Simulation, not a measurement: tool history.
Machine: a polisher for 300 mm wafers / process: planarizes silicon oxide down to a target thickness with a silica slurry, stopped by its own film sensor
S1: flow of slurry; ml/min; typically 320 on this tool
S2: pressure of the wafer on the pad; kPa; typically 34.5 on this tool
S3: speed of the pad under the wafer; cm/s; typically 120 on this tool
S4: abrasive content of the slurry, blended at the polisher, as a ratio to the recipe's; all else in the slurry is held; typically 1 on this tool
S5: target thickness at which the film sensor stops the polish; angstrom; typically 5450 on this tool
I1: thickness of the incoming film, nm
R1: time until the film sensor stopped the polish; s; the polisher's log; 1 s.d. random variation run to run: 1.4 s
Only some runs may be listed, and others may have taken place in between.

run	hour	S1	S2	S3	S4	S5	I1	R1
1	0	245	34.5	120	0.9	5450	856.7	85.6
2	45	245	34.5	120	0.9	5450	840.5	83.6
3	98.6	245	34.5	120	0.9	5450	865.6	89.5
# hour 113.2: slurry blender recalibrated
4	134.1	320	26.2	120	1	5450	839.3	88.7
5	175.7	420	24.8	120	1	5450	841.3	91.9
# hour 198: conditioning disc replaced and pad reconditioned
# hour 207.9: slurry nozzle cleaned
6	212.4	240	34.5	162	0.7	6180	850.2	57.8
7	265.1	320	34.5	120	1	5450	863	83.4
8	314.4	225	34.5	98	1.1	6110	866.2	76.9
9	343.6	360	25.5	120	1	5450	862.4	101.6
# hour 348.7: worn pad replaced by a new one
10	407.2	320	34.5	120	1	5450	857.2	79.4
# hour 454.9: head pressure recalibrated
11	493.3	320	43.4	104	1.15	4830	847.9	84.7
# hour 508.1: slurry blender recalibrated
12	554	320	34.5	120	1	5450	865.6	86.7
# hour 582: conditioning disc replaced and pad reconditioned
# hour 587.8: slurry nozzle cleaned
13	593.9	320	46.2	120	1	4390	855.3	92.8
14	652.3	320	29.6	120	0.7	5450	842.1	99.7
15	679	425	34.5	96	1.25	4550	837.2	105.1
16	781.2	395	44.1	120	0.9	5450	860	74.6
17	817.8	320	26.9	120	1	5450	856.1	92.9
# hour 822: worn pad replaced by a new one
# hour 856.1: head pressure recalibrated
18	858	250	34.5	120	0.85	4510	847.8	108.5
19	894.9	245	34.5	120	0.9	5450	854.3	82.9
20	928.6	320	34.5	140	1	5450	861.1	71.4
21	955.1	320	34.5	120	1	6320	845.9	55.8
# hour 969: slurry blender recalibrated
# hour 983: slurry nozzle cleaned
22	1002.9	320	34.5	134	1	5450	859.6	76.5
# hour 1011.2: conditioning disc replaced and pad reconditioned
23	1063.6	320	34.5	120	1	5450	865.6	83.2
24	1130.6	405	34.5	82	0.9	5450	851.4	106.7
25	1161.1	380	42.7	120	0.9	6470	844.8	46.8

Alternative continuations, all from the tool just after run 25; predict every row:
A	1161.6	320	34.5	120	1	5450	848.9	?
B	1161.6	320	34.5	120	1.2	4800	848.9	?
C	1161.6	320	34.5	132	1	5450	848.9	?
D	1161.6	365	34.5	120	1	6320	848.9	?

run	R1
A	80.1
B	91
C	75.3
D	56.6
With the hidden condition removed and each run's random variation left untouched, the same runs would have given:
run	R1
A	73.6
B	83.6
C	69.2
D	52
